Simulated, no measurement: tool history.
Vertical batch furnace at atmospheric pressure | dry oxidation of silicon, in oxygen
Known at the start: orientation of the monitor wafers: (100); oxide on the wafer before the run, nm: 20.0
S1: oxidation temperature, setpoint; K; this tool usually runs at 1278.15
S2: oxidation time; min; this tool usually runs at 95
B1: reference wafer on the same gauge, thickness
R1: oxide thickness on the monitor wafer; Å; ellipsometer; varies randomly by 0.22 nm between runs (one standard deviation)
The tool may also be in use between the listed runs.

{"run": 1, "hour": 0.0, "S1": 1278.15, "S2": 95, "B1": 69.45, "R1": 770.4}
{"run": 2, "hour": 35.4, "S1": 1278.15, "S2": 95, "B1": 69.44, "R1": 774}
{"run": 3, "hour": 106.8, "S1": 1278.15, "S2": 95, "B1": 69.39, "R1": 777.4}
{"run": 4, "hour": 163.2, "S1": 1269.15, "S2": 95, "B1": 69.43, "R1": 720.2}
{"run": 5, "hour": 217.7, "S1": 1269.15, "S2": 95, "B1": 69.41, "R1": 723.8}
{"run": 6, "hour": 401.0, "S1": 1269.15, "S2": 95, "B1": 69.37, "R1": 723.3}
{"run": 7, "hour": 452.3, "S1": 1278.15, "S2": 79, "B1": 69.37, "R1": 699.5}
{"run": 8, "hour": 514.0, "S1": 1295.15, "S2": 75.5, "B1": 69.4, "R1": 778.9}
{"run": 9, "hour": 563.5, "S1": 1256.15, "S2": 49.5, "B1": 69.37, "R1": 458.6}
{"hour": 626.0, "done": "gauge calibrated"}
{"hour": 652.6, "done": "boat lift adjusted"}
{"run": 10, "hour": 653.1, "S1": 1278.15, "S2": 95, "B1": 69.36, "R1": 786.8}
{"run": 11, "hour": 681.8, "S1": 1294.15, "S2": 132, "B1": 69.4, "R1": 1102.7}
{"hour": 765.4, "done": "thermocouples replaced and temperature profile calibrated"}
{"run": 12, "hour": 885.0, "S1": 1266.15, "S2": 135, "B1": 69.4, "R1": 851.9}
{"run": 13, "hour": 925.7, "S1": 1278.15, "S2": 95, "B1": 69.45, "R1": 757.2}
{"run": 14, "hour": 977.8, "S1": 1291.15, "S2": 81.5, "B1": 69.44, "R1": 773.9}

Results per run with the tool's hidden condition removed, run-to-run variation unchanged:
The tool's hidden condition here consists of: true tube temperature minus thermocouple reading, K; monitor wafer colder than the profiled boat position, K; gauge reads high (%).
run=1 R1=749.1
run=2 R1=752.1
run=3 R1=754.2
run=4 R1=698.3
run=5 R1=701.1
run=6 R1=697.8
run=7 R1=673.9
run=8 R1=750.2
run=9 R1=445.7
run=10 R1=754.4
run=11 R1=1058.2
run=12 R1=846.3
run=13 R1=751.4
run=14 R1=767.2
